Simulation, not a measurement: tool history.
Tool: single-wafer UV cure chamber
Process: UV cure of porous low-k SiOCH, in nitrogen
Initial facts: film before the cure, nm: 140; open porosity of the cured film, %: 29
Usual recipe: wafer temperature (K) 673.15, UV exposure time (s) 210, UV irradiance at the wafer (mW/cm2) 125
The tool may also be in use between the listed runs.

run    hour  wafer temperature (K)  UV exposure time (s)  UV irradiance at the wafer (mW/cm2)  wafers since the last listed run  hours since the UV bulbs were replaced  wafers since the quartz window was cleaned  loss of film thickness in the cure (%)
  1     0.0                 673.15                   210                                  125                                 0                                   732.3                                        2614                                  15.551
  2    34.9                 683.15                   210                                  125                               248                                   767.2                                        2863                                  15.775
  3    86.4                 683.15                   210                                  125                               366                                   818.7                                        3230                                  16.020
  4   136.5                 683.15                   210                                  125                               356                                   868.8                                        3586                                  15.669
      172.0  -- quartz window cleaned
  5   197.1                 673.15                   210                                  133                               374                                   929.4                                         178                                  15.688
  6   236.5                 673.15                   210                                  125                               280                                   968.8                                         459                                  15.385
  7   268.3                 673.15                   210                                  125                               226                                  1000.6                                         685                                  15.337
  8   305.9                 673.15                   210                                  125                               267                                  1038.2                                         953                                  15.778
  9   363.8                 673.15                   210                                  125                               412                                  1096.1                                        1365                                  15.408
 10   395.5                 673.15                   210                                  125                               225                                  1127.8                                        1591                                  15.038
 11   425.6                 673.15                   210                                  125                               214                                  1157.9                                        1805                                  15.232
 12   488.7                 673.15                   210                                  125                               449                                  1221.0                                        2255                                  15.378
 13   545.1                 673.15                   210                                  125                               401                                  1277.4                                        2656                                  14.969
 14   606.5                 673.15                   210                                  125                               437                                  1338.8                                        3093                                  14.979
 15   653.8                 673.15                   210                                  125                               336                                  1386.1                                        3430                                  14.861
 16   680.0                 673.15                   210                                  125                               186                                  1412.3                                        3617                                  15.156
      703.6  -- quartz window cleaned
 17   729.0                 673.15                   210                                  125                               291                                  1461.3                                         180                                  14.866
 18   764.0                 673.15                   210                                  125                               249                                  1496.3                                         429                                  14.912
 19   823.7                 673.15                   210                                  125                               425                                  1556.0                                         855                                  14.533
 20   867.7                 673.15                   210                                  125                               313                                  1600.0                                        1168                                  14.746
 21   895.4                 673.15                   210                                  125                               197                                  1627.7                                        1365                                  14.199
 22   925.1                 673.15                   210                                  125                               211                                  1657.4                                        1577                                  14.475
 23   975.7                 673.15                   210                                  125                               360                                  1708.0                                        1937                                  14.245
 24  1046.1                 673.15                   210                                  125                               501                                  1778.4                                        2438                                  14.025
 25  1115.6                 658.15                   210                                  149                               494                                  1847.9                                        2933                                  14.365
     1185.3  -- quartz window cleaned
 26  1185.8                 655.15                   125                                  111                               442                                  1918.1                                           3                                  10.367
 27  1250.3                 673.15                   210                                  125                               459                                  1982.6                                         462                                  13.653
 28  1312.2                 673.15                   210                                   86                               440                                  2044.5                                         903                                  11.438
 29  1359.0                 673.15                   330                                  155                               333                                  2091.3                                        1236                                  16.351
 30  1391.4                 662.15                   210                                  125                               230                                  2123.7                                        1467                                  12.560
     1450.5  -- UV bulbs replaced
 31  1451.0                 673.15                   210                                   89                               367                                     0.5                                        1834                                  13.895
 32  1468.6                 673.15                   210                                  100                               125                                    18.1                                        1960                                  14.811
 33  1527.7                 673.15                   210                                  125                               420                                    77.2                                        2380                                  15.982
 34  1553.1                 673.15                   210                                  139                               180                                   102.6                                        2561                                  16.363
 35  1758.3                 673.15                   210                                  125                              1461                                   307.8                                        4023                                  16.273
     1779.7  -- quartz window cleaned
 36  1783.5                 673.15                   210                                  125                               122                                   333.0                                          26                                  15.908
 37  1815.7                 673.15                   210                                  125                               229                                   365.2                                         256                                  15.918
 38  2031.6                 673.15                   210                                  125                              1537                                   581.1                                        1793                                  15.367
 39  2074.5                 673.15                   210                                  125                               305                                   624.0                                        2099                                  15.492
 40  2119.8                 663.15                   295                                  165                               322                                   669.3                                        2421                                  18.733
 41  2178.5                 687.15                   270                                  125                               418                                   728.0                                        2839                                  17.310
 42  2244.0                 673.15                   300                                  125                               466                                   793.5                                        3306                                  17.403
     2270.7  -- quartz window cleaned
 43  2313.3                 673.15                   210                                  125                               436                                   862.8                                         303                                  15.335
 44  2351.5                 673.15                   210                                  125                               272                                   901.0                                         575                                  15.319
 45  2422.1                 673.15                   135                                  125                               502                                   971.6                                        1078                                  12.783
 46  2494.0                 688.15                   210                                  107                               511                                  1043.5                                        1590                                  14.823
 47  2562.0                 673.15                   170                                   97                               484                                  1111.5                                        2074                                  12.859
 48  2595.8                 673.15                   210                                  125                               240                                  1145.3                                        2315                                  15.092
 49  2626.0                 662.15                   210                                   97                               215                                  1175.5                                        2530                                  13.439

Run-by-run hidden state of the tool:
transmission lost against a clean window, %: 0, the same for each run
H1: lamp output below its setpoint, %
run    H1
  1  6.36
  2  6.84
  3  7.58
  4  8.34
  5  9.33
  6    10
  7  10.6
  8  11.3
  9  12.4
 10    13
 11  13.7
 12    15
 13  16.3
 14  17.7
 15  18.9
 16  19.6
 17  20.9
 18  21.8
 19  23.4
 20  24.7
 21  25.5
 22  26.4
 23  27.9
 24  30.2
 25  32.4
 26  34.8
 27  37.1
 28  39.4
 29  41.1
 30  42.4
 31  2.64
 32  2.64
 33  2.69
 34  2.73
 35   3.5
 36  3.64
 37  3.85
 38   5.7
 39  6.17
 40   6.7
 41  7.44
 42  8.34
 43  9.38
 44  9.99
 45  11.2
 46  12.5
 47  13.8
 48  14.5
 49  15.2
